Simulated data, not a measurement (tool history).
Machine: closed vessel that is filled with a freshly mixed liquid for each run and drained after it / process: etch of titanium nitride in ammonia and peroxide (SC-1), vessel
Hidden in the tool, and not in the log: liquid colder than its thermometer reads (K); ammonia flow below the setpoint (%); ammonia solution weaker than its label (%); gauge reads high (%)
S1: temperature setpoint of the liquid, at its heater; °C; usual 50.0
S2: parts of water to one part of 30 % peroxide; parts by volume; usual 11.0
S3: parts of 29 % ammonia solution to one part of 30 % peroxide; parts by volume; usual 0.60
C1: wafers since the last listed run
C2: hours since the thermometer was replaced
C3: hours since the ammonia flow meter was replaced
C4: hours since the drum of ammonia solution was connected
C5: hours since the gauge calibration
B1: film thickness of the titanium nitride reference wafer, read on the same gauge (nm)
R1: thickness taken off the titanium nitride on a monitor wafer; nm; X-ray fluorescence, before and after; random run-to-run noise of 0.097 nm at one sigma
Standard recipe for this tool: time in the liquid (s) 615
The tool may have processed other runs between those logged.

Run 1, day 0.000: usual settings but time in the liquid (s) 780; C1 0; C2 1134.4; C3 2105.8; C4 884.0; C5 207.0; B1 39.98. Result: R1 27.95 nm.
Run 2, day 0.271: usual settings but time in the liquid (s) 435; C1 593; C2 1140.9; C3 2112.3; C4 890.5; C5 213.5; B1 39.96. Result: R1 15.67 nm.
At day 0.554: gauge calibrated.
Run 3, day 0.712: usual settings but time in the liquid (s) 435; C1 968; C2 1151.5; C3 2122.9; C4 901.1; C5 3.8; B1 40.00. Result: R1 15.57 nm.
Run 4, day 1.033: usual settings but time in the liquid (s) 435; C1 703; C2 1159.2; C3 2130.6; C4 908.8; C5 11.5; B1 39.99. Result: R1 15.43 nm.
Run 5, day 1.571: usual settings; C1 1178; C2 1172.1; C3 2143.5; C4 921.7; C5 24.4; B1 39.99. Result: R1 21.86 nm.
Run 6, day 2.650: usual settings but S1 44.5 °C, time in the liquid (s) 345; C1 2366; C2 1198.0; C3 2169.4; C4 947.6; C5 50.3; B1 40.00. Result: R1 8.22 nm.
Run 7, day 2.983: usual settings but S1 44.5 °C, time in the liquid (s) 345; C1 730; C2 1206.0; C3 2177.4; C4 955.6; C5 58.3; B1 39.97. Result: R1 8.27 nm.
Run 8, day 3.721: usual settings but time in the liquid (s) 905; C1 1617; C2 1223.7; C3 2195.1; C4 973.3; C5 76.0; B1 39.99. Result: R1 32.17 nm.
Run 9, day 4.108: usual settings but time in the liquid (s) 905; C1 849; C2 1233.0; C3 2204.4; C4 982.6; C5 85.3; B1 40.02. Result: R1 32.06 nm.
At day 6.050: ammonia flow meter replaced.
Run 10, day 6.146: usual settings but time in the liquid (s) 905; C1 4376; C2 1281.9; C3 2.3; C4 1031.5; C5 134.2; B1 39.96. Result: R1 31.98 nm.
Run 11, day 6.721: usual settings; C1 1260; C2 1295.7; C3 16.1; C4 1045.3; C5 148.0; B1 39.99. Result: R1 21.57 nm.
At day 7.208: thermometer replaced.
Run 12, day 7.283: usual settings; C1 1142; C2 1.8; C3 29.6; C4 1058.8; C5 161.5; B1 40.00. Result: R1 24.14 nm.
Run 13, day 7.696: usual settings but S1 59.0 °C, S3 0.35 parts by volume, time in the liquid (s) 315; C1 904; C2 11.7; C3 39.5; C4 1068.7; C5 171.4; B1 40.03. Result: R1 20.83 nm.
Run 14, day 8.275: usual settings but S1 59.0 °C, time in the liquid (s) 720; C1 1269; C2 25.6; C3 53.4; C4 1082.6; C5 185.3; B1 39.97. Result: R1 52.02 nm.
At day 8.521: new drum of ammonia solution connected.
Run 15, day 8.883: usual settings; C1 1242; C2 40.2; C3 68.0; C4 8.7; C5 199.9; B1 39.98. Result: R1 24.02 nm.
At day 9.038: gauge calibrated.
Run 16, day 9.317: usual settings but S2 9.0 parts by volume, S3 0.35 parts by volume, time in the liquid (s) 850; C1 950; C2 50.6; C3 78.4; C4 19.1; C5 6.7; B1 40.02. Result: R1 33.79 nm.
Run 17, day 9.800: usual settings but S1 46.5 °C, S2 14.0 parts by volume, S3 0.70 parts by volume, time in the liquid (s) 745; C1 1059; C2 62.2; C3 90.0; C4 30.7; C5 18.3; B1 40.00. Result: R1 20.59 nm.
Run 18, day 10.958: usual settings but S1 40.5 °C, time in the liquid (s) 335; C1 2539; C2 90.0; C3 117.8; C4 58.5; C5 46.1; B1 40.04. Result: R1 6.63 nm.
Run 19, day 11.392: usual settings but S1 54.0 °C, S2 13.5 parts by volume, S3 0.40 parts by volume, time in the liquid (s) 430; C1 950; C2 100.4; C3 128.2; C4 68.9; C5 56.5; B1 39.99. Result: R1 18.45 nm.
Run 20, day 11.675: usual settings but time in the liquid (s) 905; C1 621; C2 107.2; C3 135.0; C4 75.7; C5 63.3; B1 39.99. Result: R1 35.29 nm.
Run 21, day 12.054: usual settings but S2 6.5 parts by volume, time in the liquid (s) 875; C1 831; C2 116.3; C3 144.1; C4 84.8; C5 72.4; B1 40.01. Result: R1 44.40 nm.
Run 22, day 12.504: usual settings; C1 986; C2 127.1; C3 154.9; C4 95.6; C5 83.2; B1 39.97. Result: R1 24.02 nm.
Run 23, day 12.988: usual settings but S2 6.5 parts by volume, time in the liquid (s) 875; C1 1059; C2 138.7; C3 166.5; C4 107.2; C5 94.8; B1 40.00. Result: R1 44.52 nm.

What was the tool's hidden state at every run in the log?
ammonia flow below the setpoint (%): 0 in every run
ammonia solution weaker than its label (%): 0 in every run
gauge reads high (%): 0 in every run
H1: liquid colder than its thermometer reads (K)
run      H1
  1    1.45
  2    1.46
  3    1.47
  4    1.48
  5    1.49
  6    1.52
  7    1.53
  8    1.55
  9    1.56
 10    1.62
 11    1.64
 12  0.0727
 13  0.0841
 14     0.1
 15   0.117
 16   0.129
 17   0.142
 18   0.174
 19   0.186
 20   0.194
 21   0.204
 22   0.217
 23    0.23
